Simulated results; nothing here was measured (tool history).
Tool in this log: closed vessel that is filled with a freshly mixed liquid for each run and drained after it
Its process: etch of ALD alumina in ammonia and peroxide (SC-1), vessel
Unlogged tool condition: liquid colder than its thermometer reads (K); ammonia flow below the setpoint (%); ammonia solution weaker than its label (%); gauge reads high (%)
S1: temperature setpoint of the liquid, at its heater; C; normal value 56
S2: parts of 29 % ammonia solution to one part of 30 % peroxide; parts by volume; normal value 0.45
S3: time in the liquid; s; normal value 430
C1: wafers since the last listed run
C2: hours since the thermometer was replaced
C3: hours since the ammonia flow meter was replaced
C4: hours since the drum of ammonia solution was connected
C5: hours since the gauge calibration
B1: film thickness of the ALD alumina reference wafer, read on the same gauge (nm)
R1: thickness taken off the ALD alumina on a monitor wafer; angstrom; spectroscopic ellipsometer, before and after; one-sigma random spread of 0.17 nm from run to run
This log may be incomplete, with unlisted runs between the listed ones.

run 1 hour=0 | S1=63.5 S2=0.45 S3=430 | C1=0 C2=1964.1 C3=1554 C4=364.3 C5=126.7 | B1=30 | R1=564.6
run 2 hour=11.3 | S1=58.5 S2=0.55 S3=430 | C1=1165 C2=1975.4 C3=1565.3 C4=375.6 C5=138 | B1=30.01 | R1=443.3
run 3 hour=19.7 | S1=58.5 S2=0.55 S3=430 | C1=866 C2=1983.8 C3=1573.7 C4=384 C5=146.4 | B1=30.01 | R1=443.5
run 4 hour=28.6 | S1=56 S2=0.45 S3=430 | C1=918 C2=1992.7 C3=1582.6 C4=392.9 C5=155.3 | B1=30 | R1=379.8
run 5 hour=42.4 | S1=56 S2=0.45 S3=430 | C1=1423 C2=2006.5 C3=1596.4 C4=406.7 C5=169.1 | B1=29.99 | R1=381.1
run 6 hour=48.9 | S1=56 S2=0.45 S3=430 | C1=670 C2=2013 C3=1602.9 C4=413.2 C5=175.6 | B1=30.01 | R1=380
run 7 hour=60.7 | S1=56 S2=0.45 S3=430 | C1=1217 C2=2024.8 C3=1614.7 C4=425 C5=187.4 | B1=29.99 | R1=380.2
run 8 hour=69.2 | S1=56 S2=0.45 S3=430 | C1=876 C2=2033.3 C3=1623.2 C4=433.5 C5=195.9 | B1=30.02 | R1=380.9
run 9 hour=86 | S1=56 S2=0.45 S3=345 | C1=1732 C2=2050.1 C3=1640 C4=450.3 C5=212.7 | B1=30 | R1=303
run 10 hour=93.3 | S1=56 S2=0.45 S3=345 | C1=752 C2=2057.4 C3=1647.3 C4=457.6 C5=220 | B1=29.99 | R1=303.6
run 11 hour=108.6 | S1=56 S2=0.45 S3=345 | C1=1578 C2=2072.7 C3=1662.6 C4=472.9 C5=235.3 | B1=30 | R1=303
run 12 hour=118.2 | S1=61.5 S2=0.45 S3=250 | C1=990 C2=2082.3 C3=1672.2 C4=482.5 C5=244.9 | B1=29.99 | R1=295.7
run 13 hour=128.4 | S1=52 S2=0.45 S3=430 | C1=1052 C2=2092.5 C3=1682.4 C4=492.7 C5=255.1 | B1=30.01 | R1=303
-- hour=141.2 new drum of ammonia solution connected
-- hour=169 gauge calibrated
run 14 hour=170.4 | S1=48.5 S2=0.35 S3=280 | C1=4229 C2=2134.5 C3=1724.4 C4=29.2 C5=1.4 | B1=30.01 | R1=158.6
run 15 hour=186.7 | S1=56 S2=0.45 S3=345 | C1=1681 C2=2150.8 C3=1740.7 C4=45.5 C5=17.7 | B1=29.99 | R1=301.9
run 16 hour=192.7 | S1=56 S2=0.45 S3=255 | C1=618 C2=2156.8 C3=1746.7 C4=51.5 C5=23.7 | B1=29.99 | R1=223.7
-- hour=199 thermometer replaced
run 17 hour=207.6 | S1=61.5 S2=0.45 S3=430 | C1=1433 C2=8.6 C3=1761.6 C4=66.4 C5=38.6 | B1=30 | R1=571.1
run 18 hour=218.4 | S1=56 S2=0.45 S3=275 | C1=1114 C2=19.4 C3=1772.4 C4=77.2 C5=49.4 | B1=30.01 | R1=274.1
run 19 hour=243.6 | S1=62.5 S2=0.55 S3=660 | C1=2599 C2=44.6 C3=1797.6 C4=102.4 C5=74.6 | B1=30 | R1=936.3
-- hour=255.2 ammonia flow meter replaced
run 20 hour=257.9 | S1=56 S2=0.45 S3=430 | C1=1371 C2=58.9 C3=2.7 C4=116.7 C5=88.9 | B1=30 | R1=429.7
run 21 hour=273.8 | S1=56 S2=0.45 S3=430 | C1=1640 C2=74.8 C3=18.6 C4=132.6 C5=104.8 | B1=30 | R1=427.6
run 22 hour=289.1 | S1=47.5 S2=0.65 S3=500 | C1=1578 C2=90.1 C3=33.9 C4=147.9 C5=120.1 | B1=29.99 | R1=325.5
run 23 hour=298.2 | S1=62 S2=0.4 S3=530 | C1=938 C2=99.2 C3=43 C4=157 C5=129.2 | B1=30 | R1=718.2
run 24 hour=306.2 | S1=56 S2=0.45 S3=430 | C1=825 C2=107.2 C3=51 C4=165 C5=137.2 | B1=29.99 | R1=429.2
run 25 hour=317.4 | S1=56 S2=0.6 S3=430 | C1=1155 C2=118.4 C3=62.2 C4=176.2 C5=148.4 | B1=30.01 | R1=440.3
run 26 hour=334.9 | S1=56 S2=0.45 S3=430 | C1=1805 C2=135.9 C3=79.7 C4=193.7 C5=165.9 | B1=30 | R1=426.9
run 27 hour=345.6 | S1=56 S2=0.25 S3=325 | C1=1103 C2=146.6 C3=90.4 C4=204.4 C5=176.6 | B1=29.97 | R1=305.4
run 28 hour=355.9 | S1=53.5 S2=0.65 S3=635 | C1=1062 C2=156.9 C3=100.7 C4=214.7 C5=186.9 | B1=30 | R1=570.9

What the log doesn't show, run by run:
ammonia flow below the setpoint (%): 0, the same for each run
ammonia solution weaker than its label (%): 0, the same for each run
gauge reads high (%): 0, the same for each run
H1: liquid colder than its thermometer reads (K)
run=1 H1=2.57
run=2 H1=2.58
run=3 H1=2.59
run=4 H1=2.6
run=5 H1=2.62
run=6 H1=2.62
run=7 H1=2.64
run=8 H1=2.65
run=9 H1=2.67
run=10 H1=2.67
run=11 H1=2.69
run=12 H1=2.7
run=13 H1=2.71
run=14 H1=2.76
run=15 H1=2.78
run=16 H1=2.79
run=17 H1=0.262
run=18 H1=0.274
run=19 H1=0.303
run=20 H1=0.319
run=21 H1=0.337
run=22 H1=0.355
run=23 H1=0.365
run=24 H1=0.374
run=25 H1=0.387
run=26 H1=0.406
run=27 H1=0.419
run=28 H1=0.43
